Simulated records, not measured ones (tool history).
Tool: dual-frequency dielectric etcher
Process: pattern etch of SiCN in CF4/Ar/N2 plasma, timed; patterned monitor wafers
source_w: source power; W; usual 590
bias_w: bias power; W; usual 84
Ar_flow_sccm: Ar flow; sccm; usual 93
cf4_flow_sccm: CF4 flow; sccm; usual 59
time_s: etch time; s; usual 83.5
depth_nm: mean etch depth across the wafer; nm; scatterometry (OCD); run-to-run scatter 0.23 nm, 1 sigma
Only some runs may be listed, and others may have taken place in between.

run	hour	source_w	bias_w	Ar_flow_sccm	cf4_flow_sccm	time_s	wafers since the last listed run	hours since the last wet clean	hours since the last source power generator calibration	hours since the last bias power generator calibration	hours since the last Ar flow controller change	hours since the last CF4 flow controller change	hours since the last upper electrode change	hours since the gauge calibration	read-back reference wafer on the same gauge, depth_nm	depth_nm
1	0	590	84	93	59	83.5	0	384.2	303.8	3663.1	4729.5	244.5	334.4	904.7	92.7	90.7
2	43	590	84	93	59	83.5	584	427.2	346.8	3706.1	4772.5	287.5	377.4	947.7	92.6	90.9
# hour 71.1: wet clean of the chamber
3	99	590	65	93	51	83.5	435	27.9	402.8	3762.1	4828.5	343.5	433.4	1003.7	92.6	74.7
4	127.7	550	84	93	65	83.5	390	56.6	431.5	3790.8	4857.2	372.2	462.1	1032.4	92.6	85.8
# hour 194.1: Ar flow controller replaced
# hour 228.2: bias power generator calibrated
5	269.6	480	84	74	59	61	1794	198.5	573.4	41.4	75.5	514.1	604	1174.3	92.5	53.6
6	328.3	460	84	93	59	83.5	798	257.2	632.1	100.1	134.2	572.8	662.7	1233	92.6	67.5
7	356.3	680	96	93	59	83.5	380	285.2	660.1	128.1	162.2	600.8	690.7	1261	92.6	109.9
8	418.9	590	84	93	59	104	851	347.8	722.7	190.7	224.8	663.4	753.3	1323.6	92.6	109.9
# hour 465.2: wet clean of the chamber
9	486.8	590	100	112	71	58.5	597	21.6	790.6	258.6	292.7	731.3	821.2	1391.5	92.7	68.7
10	527	540	90	100	71	83.5	546	61.8	830.8	298.8	332.9	771.5	861.4	1431.7	92.6	85.6
# hour 541.5: gauge calibrated
11	562.8	470	77	102	46	83.5	487	97.6	866.6	334.6	368.7	807.3	897.2	21.3	92.6	60.3
12	616.1	590	100	113	59	83.5	725	150.9	919.9	387.9	422	860.6	950.5	74.6	92.6	94.2
13	648.5	590	84	93	59	62.5	440	183.3	952.3	420.3	454.4	893	982.9	107	92.5	65.9
14	675.3	590	84	93	59	83.5	364	210.1	979.1	447.1	481.2	919.8	1009.7	133.8	92.6	87.6
15	722.4	590	84	93	59	83.5	640	257.2	1026.2	494.2	528.3	966.9	1056.8	180.9	92.7	87.3
16	868.9	590	84	93	72	65	1992	403.7	1172.7	640.7	674.8	1113.4	1203.3	327.4	92.7	71.2
17	893.8	480	84	93	66	83.5	338	428.6	1197.6	665.6	699.7	1138.3	1228.2	352.3	92.6	71.8
# hour 938.2: wet clean of the chamber
18	942.8	590	93	93	50	99.5	340	4.6	1246.6	714.6	748.7	1187.3	1277.2	401.3	92.6	106.4
19	976.2	590	84	93	59	83.5	454	38	1280	748	782.1	1220.7	1310.6	434.7	92.6	87.4
20	1029.2	590	84	93	59	83.5	721	91	1333	801	835.1	1273.7	1363.6	487.7	92.6	87.4

What was the tool's hidden state at every run in the log?
etch rate over this chamber's usual, %: 0 at every run
Ar flow that arrives over what is set, %: 0 at every run
CF4 flow that arrives over what is set, %: 0 at every run
gauge reads high (%): 0 at every run
H1: source power that arrives over what is set, %
H2: bias power that arrives over what is set, %
run	H1	H2
1	-1.63	3.62
2	-1.77	3.66
3	-1.95	3.72
4	-2.03	3.76
5	-2.43	0.273
6	-2.58	0.338
7	-2.65	0.369
8	-2.8	0.438
9	-2.95	0.512
10	-3.03	0.557
11	-3.11	0.596
12	-3.21	0.655
13	-3.27	0.69
14	-3.32	0.72
15	-3.41	0.772
16	-3.65	0.933
17	-3.68	0.961
18	-3.75	1.01
19	-3.8	1.05
20	-3.87	1.11

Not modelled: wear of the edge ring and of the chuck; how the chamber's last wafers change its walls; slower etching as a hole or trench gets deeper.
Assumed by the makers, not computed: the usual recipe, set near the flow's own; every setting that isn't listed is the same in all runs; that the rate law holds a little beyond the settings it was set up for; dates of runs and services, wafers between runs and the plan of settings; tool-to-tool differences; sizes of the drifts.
